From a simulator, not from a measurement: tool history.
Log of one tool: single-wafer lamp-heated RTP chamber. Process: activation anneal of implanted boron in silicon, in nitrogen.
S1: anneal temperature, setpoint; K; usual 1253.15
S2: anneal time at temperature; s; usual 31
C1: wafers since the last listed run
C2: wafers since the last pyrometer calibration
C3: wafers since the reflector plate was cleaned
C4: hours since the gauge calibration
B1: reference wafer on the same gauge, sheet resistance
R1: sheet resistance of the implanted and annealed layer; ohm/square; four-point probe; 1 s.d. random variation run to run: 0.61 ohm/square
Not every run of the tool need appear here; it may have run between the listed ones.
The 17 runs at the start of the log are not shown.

run   hour       S1  S2   C1    C2    C3     C4      B1      R1
 18  234.4  1253.15  31   94   291   702  465.2  292.69  289.21
 19  241.1  1275.15  37   62   353   765  471.9  293.18  276.56
 20  256.6  1277.15  41  144   498   909  487.4  292.79  275.04
 21  262.7  1278.15  39   56   555   966  493.5  293.17  277.18
 22  273.7  1269.15  46  102   657  1068  504.5  293.09  277.57
     284.8  -- gauge calibrated
 23  289.2  1282.15  39  144   802  1213    4.4  293.36  274.66
 24  301.9  1226.15  36  118   920  1331   17.1  292.76  323.33
 25  311.7  1231.15  31   91  1011  1422   26.9  292.89  317.17
 26  320.6  1253.15  31   82  1094  1505   35.8  292.86  288.41
 27  337.3  1253.15  20  155  1250  1661   52.5  293.12  292.93
 28  352.8  1253.15  31  144  1394  1805     68  293.19  288.28
 29  362.3  1253.15  42   88  1483  1894   77.5  293.05   285.7
 30  379.3  1275.15  24  158  1641  2052   94.5  292.72  277.26
 31    388  1281.15  22   81  1722  2133  103.2  292.75  276.69
 32  403.7  1235.15  24  146  1869  2280  118.9  292.75  312.33

Run 33, settings as shown, results not yet in. Your forecast:
 33  448.1  1253.15  31  413  2282  2693  163.3   ?   ?

B1: 292.81
R1: 287.48 ohm/square
Without the tool's hidden state the same run would have given R1 290.78 ohm/square.
